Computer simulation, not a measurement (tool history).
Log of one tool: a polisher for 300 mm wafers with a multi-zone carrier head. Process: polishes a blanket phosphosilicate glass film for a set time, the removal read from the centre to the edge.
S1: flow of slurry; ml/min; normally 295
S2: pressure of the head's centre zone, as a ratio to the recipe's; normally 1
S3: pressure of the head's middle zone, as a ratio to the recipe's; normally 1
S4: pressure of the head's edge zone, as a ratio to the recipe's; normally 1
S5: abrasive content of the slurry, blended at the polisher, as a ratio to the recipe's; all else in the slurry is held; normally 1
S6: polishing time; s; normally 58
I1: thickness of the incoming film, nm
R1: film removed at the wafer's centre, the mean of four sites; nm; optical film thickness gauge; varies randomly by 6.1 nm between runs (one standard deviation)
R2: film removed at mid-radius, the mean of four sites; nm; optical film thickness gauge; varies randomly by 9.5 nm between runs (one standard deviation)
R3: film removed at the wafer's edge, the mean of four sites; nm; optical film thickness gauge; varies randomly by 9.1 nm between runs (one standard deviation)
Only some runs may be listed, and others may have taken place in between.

run	day	S1	S2	S3	S4	S5	S6	I1	R1	R2	R3
1	0	295	1	1	1	1	58	2392.7	660.3	685.8	660.3
2	2	250	1	1	1	1	58	2430.4	642.9	666.3	641.8
3	5.342	295	1	1	1	1	58	2402.3	653.2	660.2	625.6
4	7.908	295	1	1	1	0.9	58	2410.8	610.7	622	616.1
5	9.442	295	1	1	1	1	58	2384.5	643.2	670.2	646.9
6	11.433	295	1	1	1	1	58	2420.7	650.3	643.8	647.3
7	14.092	255	1.03	1	1	1	73	2434.9	803.6	810.8	799.3
8	16.446	295	1	1.08	1	0.9	73	2440.9	755.8	838.2	753.5
9	18.038	240	1	1	0.91	0.75	72	2418.4	646.6	682.8	631.2
10	20.946	295	1	1	1	1	58	2393	630.6	664.9	655.2
11	24.671	295	1	1	1	1	58	2443.4	622.4	671.1	649.7
12	27.542	295	1	1	1	1	58	2438	622.2	666.6	644.7
13	36.325	295	1	1	1	1	58	2381.5	644.4	650	646.5
14	38.829	295	1	1	1	1.1	58	2460.6	681.9	708.5	668.4
15	49.867	295	1	1	1	1	58	2393.6	623	675.5	644.2
16	53.821	295	1.11	1.06	1	1.1	39	2427.9	464.7	497.9	457.8
17	57.604	295	1	1	1.09	0.7	65	2407.6	564.5	608.5	598.5
18	60.904	295	1	1.12	1	1	58	2392.7	619.5	746.1	636.7
19	63.046	295	0.96	1	1	0.9	77	2457.3	799.4	843.8	789.3
20	65.85	225	1.06	1.1	1	1	41	2452.2	454.4	485.2	443.1

Taken out of this log: 10 entries between the listed runs. Where each belongs, and how the hidden state differs across it:
Logged between run 6 and run 7: carrier head's membrane replaced by a new one (day 12.475)
  deviation of the centre zone's pressure from its setpoint, %: -5.52 -> -6.48
  the result without the hidden state subtracted from the measured one, R1: -20.3 -> -29.5 nm
Logged between run 7 and run 8: edge zone pressure recalibrated (day 16.417)
  deviation of the centre zone's pressure from its setpoint, %: -6.48 -> -7.33
  the result without the hidden state subtracted from the measured one, R1: -29.5 -> -31.6 nm
Logged between run 9 and run 10: slurry nozzle cleaned (day 20.792)
  deviation of the centre zone's pressure from its setpoint, %: -7.9 -> -8.96
  the result without the hidden state subtracted from the measured one, R1: -29.2 -> -32.6 nm
Logged between run 12 and run 13: centre zone pressure recalibrated (day 28.512); worn pad replaced by a new one (day 31.788)
  deviation of the centre zone's pressure from its setpoint, %: -11.3 -> -3.81
  the result without the hidden state subtracted from the measured one, R1: -41.2 -> -13.7 nm
Logged between run 15 and run 16: edge zone pressure recalibrated (day 50.371)
  deviation of the centre zone's pressure from its setpoint, %: -8.71 -> -10.1
  the result without the hidden state subtracted from the measured one, R1: -31.2 -> -27.2 nm
Logged between run 16 and run 17: slurry nozzle cleaned (day 55.562); carrier head's membrane replaced by a new one (day 57.075)
  deviation of the centre zone's pressure from its setpoint, %: -10.1 -> -11.5
  the result without the hidden state subtracted from the measured one, R1: -27.2 -> -38 nm
Logged between run 18 and run 19: worn pad replaced by a new one (day 61.446); centre zone pressure recalibrated (day 62.775)
  deviation of the centre zone's pressure from its setpoint, %: -12.7 -> -1.76
  the result without the hidden state subtracted from the measured one, R1: -46.4 -> -7.8 nm
